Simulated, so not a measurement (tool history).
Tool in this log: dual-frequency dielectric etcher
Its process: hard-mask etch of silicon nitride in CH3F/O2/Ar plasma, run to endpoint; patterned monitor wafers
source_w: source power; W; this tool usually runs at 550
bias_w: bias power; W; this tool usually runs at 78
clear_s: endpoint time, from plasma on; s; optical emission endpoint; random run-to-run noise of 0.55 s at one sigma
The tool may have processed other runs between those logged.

run    hour  source_w  bias_w  wafers since the last listed run  hours since the last wet clean  hours since the last source power generator calibration  hours since the last bias power generator calibration  hours since the last upper electrode change  incoming incoming film thickness, nm  clear_s
  1     0.0       550      78                                 0                           309.1                                                   2849.2                                                 4465.9                                       3851.0                                  50.5     61.4
  2    67.8       550      83                               712                           376.9                                                   2917.0                                                 4533.7                                       3918.8                                  50.3     59.7
  3   137.3       640      66                               729                           446.4                                                   2986.5                                                 4603.2                                       3988.3                                  51.0     65.1
  4   175.2       550      78                               398                           484.3                                                   3024.4                                                 4641.1                                       4026.2                                  50.3     60.8
  5   217.4       550      90                               443                           526.5                                                   3066.6                                                 4683.3                                       4068.4                                  50.9     56.8
      248.0  -- wet clean of the chamber
  6   288.4       550      90                               493                            40.4                                                   3137.6                                                 4754.3                                       4139.4                                  50.0     59.2
  7   325.2       550      90                               386                            77.2                                                   3174.4                                                 4791.1                                       4176.2                                  50.2     58.9
  8   350.3       550      78                               263                           102.3                                                   3199.5                                                 4816.2                                       4201.3                                  50.2     63.9
  9   405.9       550      78                               583                           157.9                                                   3255.1                                                 4871.8                                       4256.9                                  50.6     64.3
      415.3  -- bias power generator calibrated
 10   543.8       550      78                              1406                           295.8                                                   3393.0                                                  128.5                                       4394.8                                  49.7     62.5
 11   589.5       550      78                               480                           341.5                                                   3438.7                                                  174.2                                       4440.5                                  50.9     63.4
 12   659.1       550      78                               731                           411.1                                                   3508.3                                                  243.8                                       4510.1                                  50.1     61.3
 13   712.9       680      78                               565                           464.9                                                   3562.1                                                  297.6                                       4563.9                                  50.6     59.0
      780.5  -- wet clean of the chamber
 14   781.0       460      70                               463                             0.5                                                   3630.2                                                  365.7                                       4632.0                                  50.6     71.5
 15   797.9       550      78                               177                            17.4                                                   3647.1                                                  382.6                                       4648.9                                  50.8     64.5
 16   852.3       550      78                               571                            71.8                                                   3701.5                                                  437.0                                       4703.3                                  50.9     63.9
 17   882.5       660      78                               317                           102.0                                                   3731.7                                                  467.2                                       4733.5                                  50.1     59.9
 18   939.3       440      70                               596                           158.8                                                   3788.5                                                  524.0                                       4790.3                                  50.7     71.1
 19   970.0       440      91                               322                           189.5                                                   3819.2                                                  554.7                                       4821.0                                  50.7     62.9
 20  1020.6       490      61                               531                           240.1                                                   3869.8                                                  605.3                                       4871.6                                  50.9     74.1
 21  1086.8       550      78                               695                           306.3                                                   3936.0                                                  671.5                                       4937.8                                  50.4     61.5
 22  1130.1       420      95                               454                           349.6                                                   3979.3                                                  714.8                                       4981.1                                  50.2     60.1
 23  1191.3       470      78                               642                           410.8                                                   4040.5                                                  776.0                                       5042.3                                  50.1     65.4
 24  1257.2       650      98                               692                           476.7                                                   4106.4                                                  841.9                                       5108.2                                  50.8     52.8
     1304.2  -- wet clean of the chamber
 25  1304.7       480      98                               246                             0.5                                                   4153.9                                                  889.4                                       5155.7                                  50.5     60.7
 26  1324.1       640      95                               203                            19.9                                                   4173.3                                                  908.8                                       5175.1                                  50.4     56.0
 27  1349.8       440      89                               269                            45.6                                                   4199.0                                                  934.5                                       5200.8                                  50.5     64.4
     1379.3  -- source power generator calibrated
     1382.9  -- upper electrode replaced
 28  1404.6       550      78                               494                           100.4                                                     25.3                                                  989.3                                         21.7                                  50.2     62.7
 29  1475.1       620      92                               740                           170.9                                                     95.8                                                 1059.8                                         92.2                                  50.7     56.3

Run 30, settings as shown, results not yet in. Your forecast:
 30  1516.3       550      78                               432                           212.1                                                    137.0                                                 1101.0                                        133.4                                  50.0        ?

{"run 30": {"clear_s": 62.7}}
Take away the tool's hidden state, keep the run-to-run variation as it was, and the same run would have given clear_s 63.9 s.
